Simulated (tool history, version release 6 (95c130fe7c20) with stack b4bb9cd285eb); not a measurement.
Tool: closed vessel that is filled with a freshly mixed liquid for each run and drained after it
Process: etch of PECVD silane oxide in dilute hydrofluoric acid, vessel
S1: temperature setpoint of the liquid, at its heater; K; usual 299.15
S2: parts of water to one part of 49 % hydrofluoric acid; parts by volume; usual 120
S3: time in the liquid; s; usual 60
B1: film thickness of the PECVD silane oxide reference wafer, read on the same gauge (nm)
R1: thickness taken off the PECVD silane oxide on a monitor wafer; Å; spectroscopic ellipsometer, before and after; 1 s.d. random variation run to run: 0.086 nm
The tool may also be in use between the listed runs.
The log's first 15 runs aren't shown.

{"run": 16, "hour": 1062.4, "S1": 299.15, "S2": 120, "S3": 60, "B1": 60.03, "R1": 188.2}
{"run": 17, "hour": 1170.4, "S1": 294.65, "S2": 120, "S3": 85, "B1": 60.01, "R1": 222.3}
{"run": 18, "hour": 1257.5, "S1": 301.65, "S2": 120, "S3": 60, "B1": 60, "R1": 207}
{"hour": 1280.6, "done": "gauge calibrated"}
{"run": 19, "hour": 1311.1, "S1": 295.15, "S2": 85, "S3": 50, "B1": 59.97, "R1": 197.7}
{"run": 20, "hour": 1379.5, "S1": 299.15, "S2": 120, "S3": 80, "B1": 59.99, "R1": 250.1}
{"run": 21, "hour": 1449.4, "S1": 299.15, "S2": 80, "S3": 70, "B1": 60.02, "R1": 346.1}
{"run": 22, "hour": 1599.3, "S1": 296.15, "S2": 120, "S3": 95, "B1": 59.99, "R1": 263.2}
{"run": 23, "hour": 1687.4, "S1": 299.15, "S2": 175, "S3": 60, "B1": 59.99, "R1": 120.6}
{"run": 24, "hour": 1753.1, "S1": 300.65, "S2": 90, "S3": 60, "B1": 59.99, "R1": 274.9}
{"run": 25, "hour": 1799.1, "S1": 299.15, "S2": 120, "S3": 60, "B1": 60, "R1": 187.2}
{"run": 26, "hour": 1880.8, "S1": 299.15, "S2": 120, "S3": 60, "B1": 60.03, "R1": 188.1}
{"run": 27, "hour": 1959.8, "S1": 299.15, "S2": 100, "S3": 60, "B1": 59.98, "R1": 230.5}
{"run": 28, "hour": 2057.8, "S1": 299.15, "S2": 120, "S3": 60, "B1": 59.98, "R1": 186.8}
{"run": 29, "hour": 2155.2, "S1": 297.15, "S2": 120, "S3": 90, "B1": 59.99, "R1": 260.2}
{"run": 30, "hour": 2244.1, "S1": 299.15, "S2": 120, "S3": 60, "B1": 59.99, "R1": 187.7}
{"run": 31, "hour": 2325.8, "S1": 299.15, "S2": 120, "S3": 60, "B1": 60, "R1": 188.1}
{"hour": 2354.2, "done": "hydrofluoric acid flow meter replaced"}
{"run": 32, "hour": 2395.0, "S1": 299.15, "S2": 120, "S3": 60, "B1": 59.97, "R1": 186.9}

Below are 5 alternative next runs, each starting from the tool's condition after run 32. Predict each:
{"run": "A", "hour": 2395.7, "S1": 299.15, "S2": 120, "S3": 85, "B1": "?", "R1": "?"}
{"run": "B", "hour": 2395.7, "S1": 302.15, "S2": 120, "S3": 75, "B1": "?", "R1": "?"}
{"run": "C", "hour": 2395.7, "S1": 296.15, "S2": 120, "S3": 60, "B1": "?", "R1": "?"}
{"run": "D", "hour": 2395.7, "S1": 299.15, "S2": 170, "S3": 60, "B1": "?", "R1": "?"}
{"run": "E", "hour": 2395.7, "S1": 295.15, "S2": 135, "S3": 75, "B1": "?", "R1": "?"}

run=A B1=59.99 R1=264.7
run=B B1=59.99 R1=261.6
run=C B1=59.99 R1=166.3
run=D B1=59.99 R1=124.2
run=E B1=59.99 R1=174.6
Had the tool no hidden state, the same runs would have come out as:
run=A R1=264.7
run=B R1=261.6
run=C R1=166.3
run=D R1=124.2
run=E R1=174.6
